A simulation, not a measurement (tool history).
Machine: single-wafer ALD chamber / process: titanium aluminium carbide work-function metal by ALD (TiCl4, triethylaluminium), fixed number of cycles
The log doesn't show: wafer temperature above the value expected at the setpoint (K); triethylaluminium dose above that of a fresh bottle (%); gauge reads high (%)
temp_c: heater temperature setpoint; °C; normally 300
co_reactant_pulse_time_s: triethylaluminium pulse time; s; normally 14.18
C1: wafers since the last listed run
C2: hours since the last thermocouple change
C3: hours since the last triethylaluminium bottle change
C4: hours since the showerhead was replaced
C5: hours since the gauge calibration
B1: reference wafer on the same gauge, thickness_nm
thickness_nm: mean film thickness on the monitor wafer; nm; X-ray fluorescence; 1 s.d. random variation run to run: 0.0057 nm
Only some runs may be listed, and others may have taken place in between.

run 1 hour=0.0 | temp_c=300 co_reactant_pulse_time_s=14.18 | C1=0 C2=747.0 C3=706.8 C4=6196.3 C5=274.5 | B1=1.530 | thickness_nm=1.858
run 2 hour=53.0 | temp_c=300 co_reactant_pulse_time_s=14.18 | C1=420 C2=800.0 C3=759.8 C4=6249.3 C5=327.5 | B1=1.532 | thickness_nm=1.844
run 3 hour=108.4 | temp_c=300 co_reactant_pulse_time_s=14.18 | C1=439 C2=855.4 C3=815.2 C4=6304.7 C5=382.9 | B1=1.530 | thickness_nm=1.848
run 4 hour=156.5 | temp_c=300 co_reactant_pulse_time_s=14.18 | C1=381 C2=903.5 C3=863.3 C4=6352.8 C5=431.0 | B1=1.531 | thickness_nm=1.859
run 5 hour=222.2 | temp_c=300 co_reactant_pulse_time_s=14.18 | C1=521 C2=969.2 C3=929.0 C4=6418.5 C5=496.7 | B1=1.531 | thickness_nm=1.848
run 6 hour=283.1 | temp_c=300 co_reactant_pulse_time_s=18.52 | C1=483 C2=1030.1 C3=989.9 C4=6479.4 C5=557.6 | B1=1.531 | thickness_nm=1.852
run 7 hour=311.8 | temp_c=300 co_reactant_pulse_time_s=18.52 | C1=227 C2=1058.8 C3=1018.6 C4=6508.1 C5=586.3 | B1=1.530 | thickness_nm=1.853
run 8 hour=383.3 | temp_c=300 co_reactant_pulse_time_s=18.52 | C1=567 C2=1130.3 C3=1090.1 C4=6579.6 C5=657.8 | B1=1.528 | thickness_nm=1.848
-- hour=402.9 gauge calibrated
run 9 hour=420.9 | temp_c=305 co_reactant_pulse_time_s=10.48 | C1=298 C2=1167.9 C3=1127.7 C4=6617.2 C5=18.0 | B1=1.530 | thickness_nm=1.833
-- hour=495.1 showerhead replaced
run 10 hour=495.6 | temp_c=300 co_reactant_pulse_time_s=14.18 | C1=529 C2=1242.6 C3=1202.4 C4=0.5 C5=92.7 | B1=1.530 | thickness_nm=1.832
run 11 hour=548.4 | temp_c=300 co_reactant_pulse_time_s=14.18 | C1=418 C2=1295.4 C3=1255.2 C4=53.3 C5=145.5 | B1=1.529 | thickness_nm=1.823
-- hour=610.1 thermocouple changed; heater temperature recalibrated
run 12 hour=610.6 | temp_c=292 co_reactant_pulse_time_s=9.07 | C1=430 C2=0.5 C3=1317.4 C4=115.5 C5=207.7 | B1=1.530 | thickness_nm=1.717
run 13 hour=654.4 | temp_c=312 co_reactant_pulse_time_s=14.18 | C1=347 C2=44.3 C3=1361.2 C4=159.3 C5=251.5 | B1=1.531 | thickness_nm=2.003
-- hour=800.0 triethylaluminium bottle replaced
run 14 hour=806.6 | temp_c=286 co_reactant_pulse_time_s=9.93 | C1=1144 C2=196.5 C3=6.6 C4=311.5 C5=403.7 | B1=1.529 | thickness_nm=1.690
run 15 hour=876.2 | temp_c=300 co_reactant_pulse_time_s=14.18 | C1=552 C2=266.1 C3=76.2 C4=381.1 C5=473.3 | B1=1.531 | thickness_nm=1.878
run 16 hour=901.0 | temp_c=292 co_reactant_pulse_time_s=12.35 | C1=196 C2=290.9 C3=101.0 C4=405.9 C5=498.1 | B1=1.529 | thickness_nm=1.790
run 17 hour=942.6 | temp_c=305 co_reactant_pulse_time_s=8.92 | C1=330 C2=332.5 C3=142.6 C4=447.5 C5=539.7 | B1=1.530 | thickness_nm=1.817
run 18 hour=974.8 | temp_c=300 co_reactant_pulse_time_s=14.18 | C1=255 C2=364.7 C3=174.8 C4=479.7 C5=571.9 | B1=1.531 | thickness_nm=1.870
-- hour=987.9 gauge calibrated
run 19 hour=1029.3 | temp_c=294 co_reactant_pulse_time_s=19.42 | C1=432 C2=419.2 C3=229.3 C4=534.2 C5=41.4 | B1=1.531 | thickness_nm=1.822

4 ways to go on from here, each from the tool as it stands after run 19. What would each give?
run A hour=1029.7 | temp_c=300 co_reactant_pulse_time_s=11.44 | C1=3 C2=419.6 C3=229.7 C4=534.6 C5=41.8 | B1=? | thickness_nm=?
run B hour=1029.7 | temp_c=307 co_reactant_pulse_time_s=19.67 | C1=3 C2=419.6 C3=229.7 C4=534.6 C5=41.8 | B1=? | thickness_nm=?
run C hour=1029.7 | temp_c=300 co_reactant_pulse_time_s=9.08 | C1=3 C2=419.6 C3=229.7 C4=534.6 C5=41.8 | B1=? | thickness_nm=?
run D hour=1029.7 | temp_c=287 co_reactant_pulse_time_s=10.66 | C1=3 C2=419.6 C3=229.7 C4=534.6 C5=41.8 | B1=? | thickness_nm=?

run=A B1=1.529 thickness_nm=1.840
run=B B1=1.529 thickness_nm=1.946
run=C B1=1.529 thickness_nm=1.775
run=D B1=1.529 thickness_nm=1.707
What these runs would have given with no unlogged condition in the tool:
run=A thickness_nm=1.856
run=B thickness_nm=1.963
run=C thickness_nm=1.791
run=D thickness_nm=1.723

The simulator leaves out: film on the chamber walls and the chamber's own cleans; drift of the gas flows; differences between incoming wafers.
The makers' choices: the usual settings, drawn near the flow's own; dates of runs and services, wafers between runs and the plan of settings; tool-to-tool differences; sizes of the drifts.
